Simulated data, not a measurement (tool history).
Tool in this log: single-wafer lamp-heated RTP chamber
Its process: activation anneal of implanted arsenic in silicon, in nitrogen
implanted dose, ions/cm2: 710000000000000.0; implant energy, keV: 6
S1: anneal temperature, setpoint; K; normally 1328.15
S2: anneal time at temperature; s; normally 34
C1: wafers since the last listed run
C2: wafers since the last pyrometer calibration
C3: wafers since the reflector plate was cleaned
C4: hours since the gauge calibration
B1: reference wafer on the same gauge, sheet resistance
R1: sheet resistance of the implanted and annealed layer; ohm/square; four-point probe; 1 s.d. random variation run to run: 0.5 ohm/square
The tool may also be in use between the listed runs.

run 1 hour=0 | S1=1328.15 S2=34 | C1=0 C2=2330 C3=8786 C4=1083.1 | B1=139.98 | R1=140.72
-- hour=26.4 pyrometer window cleaned and pyrometer calibrated
run 2 hour=26.9 | S1=1328.15 S2=34 | C1=187 C2=5 C3=8974 C4=1110 | B1=140.13 | R1=140.52
run 3 hour=49.7 | S1=1328.15 S2=34 | C1=226 C2=231 C3=9200 C4=1132.8 | B1=140.21 | R1=140.19
run 4 hour=79.2 | S1=1328.15 S2=34 | C1=292 C2=524 C3=9493 C4=1162.3 | B1=139.97 | R1=140.29
run 5 hour=105.5 | S1=1328.15 S2=34 | C1=261 C2=785 C3=9754 C4=1188.6 | B1=140.05 | R1=140.54
run 6 hour=125.2 | S1=1328.15 S2=34 | C1=195 C2=981 C3=9950 C4=1208.3 | B1=139.99 | R1=140.75
-- hour=143.5 reflector plate cleaned
run 7 hour=158.3 | S1=1328.15 S2=34 | C1=249 C2=1230 C3=147 C4=1241.4 | B1=139.89 | R1=142.73
run 8 hour=178.1 | S1=1328.15 S2=25 | C1=196 C2=1427 C3=343 C4=1261.2 | B1=139.92 | R1=146.67
run 9 hour=212.4 | S1=1328.15 S2=25 | C1=340 C2=1767 C3=684 C4=1295.5 | B1=140.04 | R1=146
run 10 hour=224.5 | S1=1328.15 S2=25 | C1=120 C2=1888 C3=804 C4=1307.6 | B1=139.92 | R1=145.41
run 11 hour=247.1 | S1=1312.15 S2=34 | C1=224 C2=2112 C3=1029 C4=1330.2 | B1=140.05 | R1=146.31
run 12 hour=269.7 | S1=1312.15 S2=34 | C1=224 C2=2337 C3=1253 C4=1352.8 | B1=139.95 | R1=146.01
run 13 hour=289.4 | S1=1312.15 S2=34 | C1=195 C2=2532 C3=1449 C4=1372.5 | B1=139.85 | R1=146.14
-- hour=300 pyrometer window cleaned and pyrometer calibrated
run 14 hour=310.4 | S1=1305.15 S2=41 | C1=129 C2=102 C3=1578 C4=1393.5 | B1=140.04 | R1=145.59
run 15 hour=326.7 | S1=1302.15 S2=48 | C1=161 C2=264 C3=1740 C4=1409.8 | B1=139.89 | R1=144.33
-- hour=350.1 gauge calibrated
run 16 hour=362 | S1=1351.15 S2=16 | C1=350 C2=615 C3=2090 C4=11.9 | B1=139.96 | R1=144.36
run 17 hour=385.8 | S1=1309.15 S2=23 | C1=236 C2=851 C3=2327 C4=35.7 | B1=139.96 | R1=154.14
run 18 hour=413.4 | S1=1328.15 S2=34 | C1=274 C2=1125 C3=2601 C4=63.3 | B1=140.11 | R1=141.84
run 19 hour=431.6 | S1=1328.15 S2=20 | C1=180 C2=1306 C3=2781 C4=81.5 | B1=140.09 | R1=148.99
run 20 hour=459.1 | S1=1314.15 S2=17 | C1=273 C2=1579 C3=3055 C4=109 | B1=139.98 | R1=156.63
run 21 hour=488.3 | S1=1311.15 S2=48 | C1=289 C2=1869 C3=3345 C4=138.2 | B1=140.06 | R1=141.61
run 22 hour=520.4 | S1=1341.15 S2=34 | C1=318 C2=2188 C3=3663 C4=170.3 | B1=140.25 | R1=137.7
-- hour=542 pyrometer window cleaned and pyrometer calibrated
run 23 hour=542.5 | S1=1316.15 S2=42 | C1=140 C2=4 C3=3803 C4=192.4 | B1=139.87 | R1=142.04

What will run 24 give?
run 24 hour=553.4 | S1=1316.15 S2=42 | C1=108 C2=112 C3=3912 C4=203.3 | B1=? | R1=?

{"run 24": {"B1": 139.85, "R1": 141.68}}
On a tool with no hidden condition, and with the same random variation, this run would have come out at R1 143.74 ohm/square.

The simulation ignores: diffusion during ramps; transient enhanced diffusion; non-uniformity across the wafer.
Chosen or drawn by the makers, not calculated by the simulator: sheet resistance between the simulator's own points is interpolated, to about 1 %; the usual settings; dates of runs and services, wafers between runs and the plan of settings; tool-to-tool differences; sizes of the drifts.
